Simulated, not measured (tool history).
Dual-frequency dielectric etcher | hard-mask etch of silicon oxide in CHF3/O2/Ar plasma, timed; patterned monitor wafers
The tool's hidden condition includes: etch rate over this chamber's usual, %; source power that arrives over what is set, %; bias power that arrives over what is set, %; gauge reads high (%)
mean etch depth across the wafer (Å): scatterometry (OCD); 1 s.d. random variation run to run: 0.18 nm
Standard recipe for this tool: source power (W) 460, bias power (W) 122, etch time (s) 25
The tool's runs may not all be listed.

| run | hour | source power (W) | bias power (W) | etch time (s) | wafers since the last listed run | hours since the last wet clean | hours since the last source power generator calibration | hours since the last bias power generator calibration | hours since the last upper electrode change | hours since the gauge calibration | read-back reference wafer on the same gauge, depth_nm | mean etch depth across the wafer (Å) |
|---|---|---|---|---|---|---|---|---|---|---|---|---|
| 1 | 0 | 460 | 122 | 25 | 0 | 505.3 | 2331.4 | 2321 | 1930.1 | 1932.1 | 38.27 | 410.8 |
| 2 | 93.1 | 460 | 122 | 25 | 782 | 598.4 | 2424.5 | 2414.1 | 2023.2 | 2025.2 | 38.19 | 413.6 |
| 3 | 188 | 460 | 122 | 25 | 797 | 693.3 | 2519.4 | 2509 | 2118.1 | 2120.1 | 38.18 | 413.1 |
|  | 253.4 | source power generator calibrated |
|  | 304.1 | wet clean of the chamber |
|  | 375.2 | bias power generator calibrated |
| 4 | 411 | 460 | 122 | 25 | 1604 | 106.9 | 157.6 | 35.8 | 2341.1 | 2343.1 | 38.19 | 407.7 |
|  | 463.3 | gauge calibrated |
| 5 | 515.5 | 460 | 122 | 22.5 | 878 | 211.4 | 262.1 | 140.3 | 2445.6 | 52.2 | 38.18 | 364 |
| 6 | 566.5 | 460 | 122 | 22.5 | 428 | 262.4 | 313.1 | 191.3 | 2496.6 | 103.2 | 38.18 | 366 |
| 7 | 619.8 | 540 | 112 | 23 | 447 | 315.7 | 366.4 | 244.6 | 2549.9 | 156.5 | 38.19 | 380.6 |
| 8 | 680.1 | 520 | 122 | 25 | 506 | 376 | 426.7 | 304.9 | 2610.2 | 216.8 | 38.2 | 423.7 |
| 9 | 786.2 | 510 | 151 | 18.5 | 891 | 482.1 | 532.8 | 411 | 2716.3 | 322.9 | 38.22 | 334.3 |
|  | 866 | upper electrode replaced, of another model than before |
| 10 | 866.5 | 500 | 151 | 30 | 473 | 562.4 | 613.1 | 491.3 | 0.5 | 403.2 | 38.21 | 558.2 |
| 11 | 899.1 | 460 | 122 | 25 | 273 | 595 | 645.7 | 523.9 | 33.1 | 435.8 | 38.18 | 407.1 |
|  | 1016.5 | wet clean of the chamber |
| 12 | 1017 | 460 | 122 | 25 | 789 | 0.5 | 763.6 | 641.8 | 151 | 553.7 | 38.19 | 409.2 |
| 13 | 1099.5 | 530 | 110 | 25 | 693 | 83 | 846.1 | 724.3 | 233.5 | 636.2 | 38.27 | 422.6 |
| 14 | 1340.7 | 390 | 113 | 22.5 | 2026 | 324.2 | 1087.3 | 965.5 | 474.7 | 877.4 | 38.22 | 324 |
| 15 | 1396.5 | 460 | 98 | 25 | 468 | 380 | 1143.1 | 1021.3 | 530.5 | 933.2 | 38.24 | 370.8 |
| 16 | 1462.2 | 460 | 122 | 25 | 552 | 445.7 | 1208.8 | 1087 | 596.2 | 998.9 | 38.17 | 411.2 |
| 17 | 1730.8 | 460 | 122 | 25 | 2257 | 714.3 | 1477.4 | 1355.6 | 864.8 | 1267.5 | 38.24 | 410.8 |
|  | 1834.7 | wet clean of the chamber |
| 18 | 1835.2 | 560 | 100 | 25 | 675 | 0.5 | 1581.8 | 1460 | 969.2 | 1371.9 | 38.13 | 421.1 |
| 19 | 1904.9 | 540 | 122 | 25 | 585 | 70.2 | 1651.5 | 1529.7 | 1038.9 | 1441.6 | 38.25 | 448.5 |
| 20 | 1948.6 | 550 | 112 | 21.5 | 367 | 113.9 | 1695.2 | 1573.4 | 1082.6 | 1485.3 | 38.21 | 377 |
| 21 | 1991.7 | 460 | 114 | 25 | 362 | 157 | 1738.3 | 1616.5 | 1125.7 | 1528.4 | 38.2 | 400.3 |
| 22 | 2063.8 | 460 | 122 | 25 | 605 | 229.1 | 1810.4 | 1688.6 | 1197.8 | 1600.5 | 38.12 | 415.8 |
| 23 | 2116.7 | 460 | 122 | 25 | 444 | 282 | 1863.3 | 1741.5 | 1250.7 | 1653.4 | 38.22 | 411.2 |
| 24 | 2168.9 | 460 | 102 | 22.5 | 438 | 334.2 | 1915.5 | 1793.7 | 1302.9 | 1705.6 | 38.22 | 343.6 |
| 25 | 2259.7 | 410 | 131 | 32 | 762 | 425 | 2006.3 | 1884.5 | 1393.7 | 1796.4 | 38.18 | 513.2 |
| 26 | 2363.7 | 380 | 131 | 20 | 873 | 529 | 2110.3 | 1988.5 | 1497.7 | 1900.4 | 38.19 | 306.7 |
| 27 | 2411.7 | 460 | 102 | 25 | 403 | 577 | 2158.3 | 2036.5 | 1545.7 | 1948.4 | 38.14 | 384.4 |
| 28 | 2514 | 400 | 133 | 22 | 859 | 679.3 | 2260.6 | 2138.8 | 1648 | 2050.7 | 38.14 | 349.2 |
|  | 2536.6 | source power generator calibrated |
|  | 2540 | wet clean of the chamber |
| 29 | 2565.3 | 490 | 122 | 25 | 368 | 25.3 | 28.7 | 2190.1 | 1699.3 | 2102 | 38.2 | 429.7 |
| 30 | 2614.1 | 460 | 95 | 25 | 410 | 74.1 | 77.5 | 2238.9 | 1748.1 | 2150.8 | 38.15 | 367.9 |

Predict each of these 3 candidate next runs independently; none follows another, all start after run 30:
| A | 2614.5 | 460 | 122 | 25 | 3 | 74.5 | 77.9 | 2239.3 | 1748.5 | 2151.2 | ? | ? |
| B | 2614.5 | 460 | 145 | 25 | 3 | 74.5 | 77.9 | 2239.3 | 1748.5 | 2151.2 | ? | ? |
| C | 2614.5 | 460 | 109 | 29 | 3 | 74.5 | 77.9 | 2239.3 | 1748.5 | 2151.2 | ? | ? |

| run | read-back reference wafer on the same gauge, depth_nm | mean etch depth across the wafer (Å) |
|---|---|---|
| A | 38.24 | 417.5 |
| B | 38.24 | 449.6 |
| C | 38.24 | 461.3 |
The same runs, with their run-to-run variation unchanged, on a tool lacking any hidden condition would have given:
| run | mean etch depth across the wafer (Å) |
|---|---|
| A | 409.8 |
| B | 440.9 |
| C | 453.1 |
